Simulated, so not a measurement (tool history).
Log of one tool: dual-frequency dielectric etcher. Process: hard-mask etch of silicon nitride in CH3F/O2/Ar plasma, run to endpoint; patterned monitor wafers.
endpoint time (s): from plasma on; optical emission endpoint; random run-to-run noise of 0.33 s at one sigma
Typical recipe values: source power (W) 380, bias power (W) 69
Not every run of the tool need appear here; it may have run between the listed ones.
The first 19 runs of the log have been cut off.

run	hour	source power (W)	bias power (W)	incoming incoming film thickness, nm	endpoint time (s)
20	1535.0	360	69	27.70	43.7
21	1609.9	380	69	27.66	43.3
# hour 1664.1: wet clean of the chamber
22	1702.7	380	78	28.16	39.7
23	1997.2	450	81	27.62	37.3
# hour 2013.6: source power generator calibrated
24	2192.1	300	63	27.90	46.8
25	2258.1	290	53	27.95	49.6
26	2347.7	460	85	27.74	37.7
# hour 2391.8: wet clean of the chamber
27	2405.8	350	75	28.23	40.8
28	2493.9	380	69	27.99	40.4
29	2567.2	380	69	28.09	41.6
30	2627.0	380	69	27.91	40.6
31	2714.2	380	69	27.58	40.6
32	2758.5	380	69	27.79	41.0
33	2817.0	430	81	27.73	37.8
34	2923.6	430	55	27.77	43.8

Forecast run 35:
35	2985.8	440	80	27.84	?

{"run 35": {"endpoint time (s)": 38.6}}
With the hidden condition absent and the run-to-run variation left alone, this run would have shown endpoint time (s) 37.3.

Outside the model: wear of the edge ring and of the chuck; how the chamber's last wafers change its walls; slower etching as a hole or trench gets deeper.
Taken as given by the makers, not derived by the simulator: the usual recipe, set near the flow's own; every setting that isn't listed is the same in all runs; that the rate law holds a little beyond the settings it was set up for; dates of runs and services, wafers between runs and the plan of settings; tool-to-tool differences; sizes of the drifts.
